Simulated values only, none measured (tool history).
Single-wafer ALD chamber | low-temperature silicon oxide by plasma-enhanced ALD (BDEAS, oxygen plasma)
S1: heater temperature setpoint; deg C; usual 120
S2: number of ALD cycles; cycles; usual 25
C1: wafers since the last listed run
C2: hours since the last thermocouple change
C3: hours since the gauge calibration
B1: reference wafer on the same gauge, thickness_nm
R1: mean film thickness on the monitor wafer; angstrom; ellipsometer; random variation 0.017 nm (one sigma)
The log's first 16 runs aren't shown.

run 17 day=8.692 | S1=120 S2=28 | C1=191 C2=1055.7 C3=438.4 | B1=2.650 | R1=35.63
-- day=9.342 thermocouple changed; heater temperature recalibrated
run 18 day=9.362 | S1=120 S2=28 | C1=109 C2=0.5 C3=454.5 | B1=2.646 | R1=36.10
run 19 day=9.692 | S1=112 S2=25 | C1=106 C2=8.4 C3=462.4 | B1=2.644 | R1=32.10
run 20 day=10.117 | S1=120 S2=25 | C1=137 C2=18.6 C3=472.6 | B1=2.649 | R1=31.79
run 21 day=10.558 | S1=129 S2=23 | C1=142 C2=29.2 C3=483.2 | B1=2.648 | R1=28.73
run 22 day=10.858 | S1=120 S2=25 | C1=96 C2=36.4 C3=490.4 | B1=2.649 | R1=32.02
-- day=11.238 gauge calibrated
run 23 day=11.279 | S1=134 S2=25 | C1=136 C2=46.5 C3=1.0 | B1=2.654 | R1=31.22
run 24 day=11.912 | S1=105 S2=28 | C1=204 C2=61.7 C3=16.2 | B1=2.642 | R1=36.75
run 25 day=12.304 | S1=134 S2=30 | C1=126 C2=71.1 C3=25.6 | B1=2.652 | R1=37.13
run 26 day=12.879 | S1=120 S2=25 | C1=185 C2=84.9 C3=39.4 | B1=2.653 | R1=31.84
run 27 day=13.888 | S1=113 S2=28 | C1=325 C2=109.1 C3=63.6 | B1=2.642 | R1=36.43
run 28 day=14.525 | S1=120 S2=25 | C1=206 C2=124.4 C3=78.9 | B1=2.654 | R1=31.76
run 29 day=15.900 | S1=120 S2=25 | C1=444 C2=157.4 C3=111.9 | B1=2.651 | R1=31.82
run 30 day=16.412 | S1=120 S2=25 | C1=165 C2=169.7 C3=124.2 | B1=2.649 | R1=32.07
run 31 day=16.804 | S1=110 S2=20 | C1=126 C2=179.1 C3=133.6 | B1=2.648 | R1=25.91
run 32 day=17.062 | S1=130 S2=22 | C1=83 C2=185.3 C3=139.8 | B1=2.644 | R1=27.57
run 33 day=17.742 | S1=128 S2=21 | C1=219 C2=201.6 C3=156.1 | B1=2.653 | R1=26.49
run 34 day=18.075 | S1=120 S2=25 | C1=107 C2=209.6 C3=164.1 | B1=2.647 | R1=31.83
run 35 day=18.379 | S1=120 S2=25 | C1=98 C2=216.9 C3=171.4 | B1=2.653 | R1=32.03
run 36 day=18.862 | S1=106 S2=25 | C1=156 C2=228.5 C3=183.0 | B1=2.656 | R1=32.78
run 37 day=19.521 | S1=126 S2=21 | C1=212 C2=244.3 C3=198.8 | B1=2.654 | R1=26.58
run 38 day=19.954 | S1=126 S2=21 | C1=140 C2=254.7 C3=209.2 | B1=2.654 | R1=26.50
run 39 day=20.338 | S1=120 S2=21 | C1=123 C2=263.9 C3=218.4 | B1=2.652 | R1=26.54
run 40 day=20.896 | S1=128 S2=24 | C1=180 C2=277.3 C3=231.8 | B1=2.650 | R1=29.86
run 41 day=21.338 | S1=127 S2=25 | C1=142 C2=287.9 C3=242.4 | B1=2.656 | R1=31.49

Forecast each of these 4 alternatives for the next run:
run A day=21.354 | S1=120 S2=25 | C1=5 C2=288.3 C3=242.8 | B1=? | R1=?
run B day=21.354 | S1=120 S2=30 | C1=5 C2=288.3 C3=242.8 | B1=? | R1=?
run C day=21.354 | S1=131 S2=23 | C1=5 C2=288.3 C3=242.8 | B1=? | R1=?
run D day=21.354 | S1=132 S2=23 | C1=5 C2=288.3 C3=242.8 | B1=? | R1=?

run=A B1=2.649 R1=31.91
run=B B1=2.649 R1=38.29
run=C B1=2.649 R1=28.80
run=D B1=2.649 R1=28.74
Without the tool's hidden state the same runs would have given:
run=A R1=31.91
run=B R1=38.29
run=C R1=28.80
run=D R1=28.74
